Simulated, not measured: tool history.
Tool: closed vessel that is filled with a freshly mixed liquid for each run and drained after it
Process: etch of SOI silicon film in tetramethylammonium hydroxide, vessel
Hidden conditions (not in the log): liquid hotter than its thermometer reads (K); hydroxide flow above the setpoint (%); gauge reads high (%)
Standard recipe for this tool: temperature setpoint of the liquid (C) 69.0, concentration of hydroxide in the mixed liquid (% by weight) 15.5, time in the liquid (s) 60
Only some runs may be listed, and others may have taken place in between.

run   hour  temperature setpoint of the liquid (C)  concentration of hydroxide in the mixed liquid (% by weight)  time in the liquid (s)  wafers since the last listed run  hours since the thermometer was replaced  hours since the hydroxide flow meter was replaced  hours since the gauge calibration  read-back film thickness of the SOI silicon film reference wafer, read on the same gauge (nm)  thickness taken off the SOI silicon film on a monitor wafer (nm)
  1    0.0                                    74.5                                                          15.5                      60                                 0                                    1161.5                                              250.6                               19.1                                                                                          89.99                                                            520.18
  2    9.7                                    74.5                                                          15.5                      60                              1344                                    1171.2                                              260.3                               28.8                                                                                          89.98                                                            523.81
  3   25.8                                    70.5                                                          15.5                      60                              2231                                    1187.3                                              276.4                               44.9                                                                                          89.99                                                            414.47
  4   35.3                                    70.5                                                          15.5                      60                              1316                                    1196.8                                              285.9                               54.4                                                                                          89.99                                                            415.59
  5   50.6                                    71.0                                                          15.5                      60                              2120                                    1212.1                                              301.2                               69.7                                                                                          89.99                                                            429.03
  6   66.6                                    71.0                                                          15.5                      60                              2217                                    1228.1                                              317.2                               85.7                                                                                          89.99                                                            429.85
  7   76.6                                    71.0                                                          15.5                      60                              1386                                    1238.1                                              327.2                               95.7                                                                                          89.97                                                            431.53
  8   88.2                                    69.0                                                          19.0                      60                              1608                                    1249.7                                              338.8                              107.3                                                                                          90.06                                                            355.25
  9  104.1                                    69.0                                                          19.0                      60                              2204                                    1265.6                                              354.7                              123.2                                                                                          89.97                                                            354.09
     106.2  -- thermometer replaced
 10  110.9                                    69.0                                                          19.0                      60                               804                                       4.7                                              361.5                              130.0                                                                                          89.99                                                            314.50
 11  119.1                                    75.0                                                          15.5                      60                              1136                                      12.9                                              369.7                              138.2                                                                                          90.02                                                            478.31
 12  126.0                                    75.0                                                          15.5                      60                               956                                      19.8                                              376.6                              145.1                                                                                          90.02                                                            481.02
 13  135.4                                    72.5                                                          17.0                      60                              1303                                      29.2                                              386.0                              154.5                                                                                          90.02                                                            403.99
 14  143.2                                    69.0                                                          15.5                      35                              1081                                      37.0                                              393.8                              162.3                                                                                          89.96                                                            198.20
 15  156.2                                    71.5                                                          18.0                      75                              1802                                      50.0                                              406.8                              175.3                                                                                          90.00                                                            466.36
     157.7  -- hydroxide flow meter replaced
 16  169.0                                    69.0                                                          15.5                      60                              1635                                      62.8                                               11.3                              188.1                                                                                          90.01                                                            339.56
 17  180.4                                    74.5                                                          15.5                      60                              1580                                      74.2                                               22.7                              199.5                                                                                          90.02                                                            469.36
 18  195.9                                    62.5                                                          15.5                      60                              2148                                      89.7                                               38.2                              215.0                                                                                          90.03                                                            231.20
     201.9  -- gauge calibrated
 19  202.5                                    61.0                                                          11.0                      60                               914                                      96.3                                               44.8                                0.6                                                                                          90.04                                                            245.71
 20  208.7                                    76.5                                                          15.5                      60                               859                                     102.5                                               51.0                                6.8                                                                                          90.02                                                            525.14
 21  221.6                                    65.0                                                          17.0                      75                              1788                                     115.4                                               63.9                               19.7                                                                                          90.01                                                            325.93
 22  230.1                                    74.0                                                          18.5                      75                              1178                                     123.9                                               72.4                               28.2                                                                                          90.07                                                            534.10
 23  238.7                                    69.0                                                          15.5                      60                              1192                                     132.5                                               81.0                               36.8                                                                                          90.03                                                            344.15
 24  254.8                                    69.0                                                          18.5                      60                              2231                                     148.6                                               97.1                               52.9                                                                                          90.03                                                            321.71
 25  262.0                                    62.5                                                          13.0                      95                               998                                     155.8                                              104.3                               60.1                                                                                          89.94                                                            399.46
 26  271.5                                    72.0                                                          17.0                      35                              1316                                     165.3                                              113.8                               69.6                                                                                          90.02                                                            232.78
 27  279.4                                    69.0                                                          15.5                      60                              1095                                     173.2                                              121.7                               77.5                                                                                          89.95                                                            345.62

Predict each of these 3 candidate next runs independently; none follows another, all start after run 27:
  A  280.1                                    69.0                                                          15.5                      60                                97                                     173.9                                              122.4                               78.2                                                                                              ?                                                                 ?
  B  280.1                                    61.5                                                          17.0                      35                                97                                     173.9                                              122.4                               78.2                                                                                              ?                                                                 ?
  C  280.1                                    69.0                                                          17.5                      60                                97                                     173.9                                              122.4                               78.2                                                                                              ?                                                                 ?

run  read-back film thickness of the SOI silicon film reference wafer, read on the same gauge (nm)  thickness taken off the SOI silicon film on a monitor wafer (nm)
  A                                                                                          90.00                                                            344.13
  B                                                                                          90.00                                                            123.71
  C                                                                                          90.00                                                            329.48
Without the tool's hidden state the same runs would have given:
run  thickness taken off the SOI silicon film on a monitor wafer (nm)
  A                                                            335.72
  B                                                            120.54
  C                                                            321.42

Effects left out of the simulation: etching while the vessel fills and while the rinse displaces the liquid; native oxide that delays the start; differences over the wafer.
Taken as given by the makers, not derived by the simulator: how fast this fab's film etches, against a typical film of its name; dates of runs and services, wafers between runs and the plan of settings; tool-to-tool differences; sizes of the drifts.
